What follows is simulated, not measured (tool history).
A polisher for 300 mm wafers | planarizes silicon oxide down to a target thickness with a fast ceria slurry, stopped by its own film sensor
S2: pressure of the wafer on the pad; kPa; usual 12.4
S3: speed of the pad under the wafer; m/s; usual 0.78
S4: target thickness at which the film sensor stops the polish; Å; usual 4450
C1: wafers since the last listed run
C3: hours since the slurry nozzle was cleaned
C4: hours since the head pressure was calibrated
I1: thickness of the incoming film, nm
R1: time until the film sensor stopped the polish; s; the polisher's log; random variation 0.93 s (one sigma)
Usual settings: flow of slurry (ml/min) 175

{"run": 1, "day": 0.0, "flow of slurry (ml/min)": 175, "S2": 12.4, "S3": 0.78, "S4": 4450, "C1": 0, "wafers polished on this pad": 1635, "C3": 509.7, "C4": 409.7, "I1": 1199.2, "R1": 80.7}
{"run": 2, "day": 3.167, "flow of slurry (ml/min)": 175, "S2": 12.4, "S3": 0.78, "S4": 4450, "C1": 732, "wafers polished on this pad": 2367, "C3": 585.7, "C4": 485.7, "I1": 1188.1, "R1": 78.7}
{"run": 3, "day": 4.962, "flow of slurry (ml/min)": 175, "S2": 12.4, "S3": 0.78, "S4": 4450, "C1": 415, "wafers polished on this pad": 2783, "C3": 628.8, "C4": 528.8, "I1": 1201.1, "R1": 80.7}
{"day": 6.75, "done": "slurry nozzle cleaned"}
{"run": 4, "day": 8.192, "flow of slurry (ml/min)": 175, "S2": 12.4, "S3": 0.78, "S4": 4450, "C1": 736, "wafers polished on this pad": 3519, "C3": 34.6, "C4": 606.3, "I1": 1220.4, "R1": 84.3}
{"run": 5, "day": 11.246, "flow of slurry (ml/min)": 175, "S2": 12.4, "S3": 0.78, "S4": 3820, "C1": 706, "wafers polished on this pad": 4225, "C3": 107.9, "C4": 679.6, "I1": 1186.9, "R1": 86.6}
{"run": 6, "day": 13.096, "flow of slurry (ml/min)": 175, "S2": 12.4, "S3": 0.78, "S4": 4450, "C1": 427, "wafers polished on this pad": 4653, "C3": 152.3, "C4": 724, "I1": 1213.6, "R1": 82.7}
{"day": 16.579, "done": "worn pad replaced by a new one"}
{"run": 7, "day": 21.888, "flow of slurry (ml/min)": 175, "S2": 12.4, "S3": 0.78, "S4": 4450, "C1": 1993, "wafers polished on this pad": 1226, "C3": 363.3, "C4": 935, "I1": 1210.8, "R1": 82.7}
{"day": 23.467, "done": "head pressure recalibrated"}
{"run": 8, "day": 24.629, "flow of slurry (ml/min)": 175, "S2": 12.4, "S3": 0.78, "S4": 4450, "C1": 614, "wafers polished on this pad": 1841, "C3": 429.1, "C4": 27.9, "I1": 1199.7, "R1": 80.8}
{"run": 9, "day": 26.462, "flow of slurry (ml/min)": 175, "S2": 12.4, "S3": 0.78, "S4": 4450, "C1": 423, "wafers polished on this pad": 2265, "C3": 473.1, "C4": 71.9, "I1": 1206.4, "R1": 81.1}
{"run": 10, "day": 29.046, "flow of slurry (ml/min)": 175, "S2": 12.4, "S3": 0.78, "S4": 4450, "C1": 597, "wafers polished on this pad": 2862, "C3": 535.1, "C4": 133.9, "I1": 1194.6, "R1": 80.9}
{"day": 29.971, "done": "slurry nozzle cleaned"}
{"run": 11, "day": 32.946, "flow of slurry (ml/min)": 175, "S2": 12.4, "S3": 0.78, "S4": 4450, "C1": 891, "wafers polished on this pad": 3754, "C3": 71.4, "C4": 227.5, "I1": 1201.9, "R1": 80.3}
{"day": 35.458, "done": "worn pad replaced by a new one"}
{"run": 12, "day": 38.138, "flow of slurry (ml/min)": 175, "S2": 15.2, "S3": 0.86, "S4": 4450, "C1": 1161, "wafers polished on this pad": 619, "C3": 196, "C4": 352.1, "I1": 1209.7, "R1": 60.7}
{"run": 13, "day": 41.392, "flow of slurry (ml/min)": 175, "S2": 15.2, "S3": 0.86, "S4": 4450, "C1": 752, "wafers polished on this pad": 1371, "C3": 274.1, "C4": 430.2, "I1": 1192.3, "R1": 58.9}
{"run": 14, "day": 45.054, "flow of slurry (ml/min)": 150, "S2": 12.4, "S3": 0.78, "S4": 4450, "C1": 846, "wafers polished on this pad": 2218, "C3": 362, "C4": 518.1, "I1": 1203.8, "R1": 83.2}
{"run": 15, "day": 49.121, "flow of slurry (ml/min)": 175, "S2": 10.3, "S3": 0.78, "S4": 4450, "C1": 940, "wafers polished on this pad": 3158, "C3": 459.6, "C4": 615.7, "I1": 1186.9, "R1": 95.8}
{"run": 16, "day": 51.658, "flow of slurry (ml/min)": 175, "S2": 12.4, "S3": 1, "S4": 4450, "C1": 586, "wafers polished on this pad": 3744, "C3": 520.5, "C4": 676.6, "I1": 1201.4, "R1": 62.7}
{"run": 17, "day": 55.146, "flow of slurry (ml/min)": 175, "S2": 12.4, "S3": 1, "S4": 4450, "C1": 806, "wafers polished on this pad": 4551, "C3": 604.2, "C4": 760.3, "I1": 1207, "R1": 63.8}
{"day": 57.333, "done": "worn pad replaced by a new one"}
{"day": 57.829, "done": "slurry nozzle cleaned"}
{"run": 18, "day": 59.308, "flow of slurry (ml/min)": 175, "S2": 12.4, "S3": 0.64, "S4": 3500, "C1": 914, "wafers polished on this pad": 446, "C3": 35.5, "C4": 860.2, "I1": 1216.9, "R1": 112.3}
{"run": 19, "day": 62.512, "flow of slurry (ml/min)": 175, "S2": 12.4, "S3": 0.78, "S4": 4450, "C1": 740, "wafers polished on this pad": 1187, "C3": 112.4, "C4": 937.1, "I1": 1198, "R1": 81.4}
{"day": 62.879, "done": "head pressure recalibrated"}
{"run": 20, "day": 64.521, "flow of slurry (ml/min)": 175, "S2": 12.4, "S3": 0.78, "S4": 4450, "C1": 445, "wafers polished on this pad": 1632, "C3": 160.6, "C4": 39.4, "I1": 1189.8, "R1": 79.7}
{"run": 21, "day": 66.292, "flow of slurry (ml/min)": 175, "S2": 12.4, "S3": 0.78, "S4": 4450, "C1": 409, "wafers polished on this pad": 2041, "C3": 203.1, "C4": 81.9, "I1": 1221.8, "R1": 83.4}
{"run": 22, "day": 67.896, "flow of slurry (ml/min)": 230, "S2": 12.4, "S3": 0.78, "S4": 5160, "C1": 370, "wafers polished on this pad": 2412, "C3": 241.6, "C4": 120.4, "I1": 1195.4, "R1": 70.4}
{"run": 23, "day": 69.775, "flow of slurry (ml/min)": 205, "S2": 15.9, "S3": 0.64, "S4": 4450, "C1": 434, "wafers polished on this pad": 2846, "C3": 286.7, "C4": 165.5, "I1": 1204.3, "R1": 76.9}
{"run": 24, "day": 71.404, "flow of slurry (ml/min)": 175, "S2": 12.4, "S3": 0.96, "S4": 4450, "C1": 376, "wafers polished on this pad": 3223, "C3": 325.8, "C4": 204.6, "I1": 1174.5, "R1": 63}

Run 25 comes next. What will it give?
{"run": 25, "day": 73.788, "flow of slurry (ml/min)": 130, "S2": 9.7, "S3": 0.78, "S4": 4450, "C1": 550, "wafers polished on this pad": 3774, "C3": 383, "C4": 261.8, "I1": 1185.2, "R1": "?"}

R1: 109.8 s
Without the tool's hidden state the same run would have given R1 109.8 s.
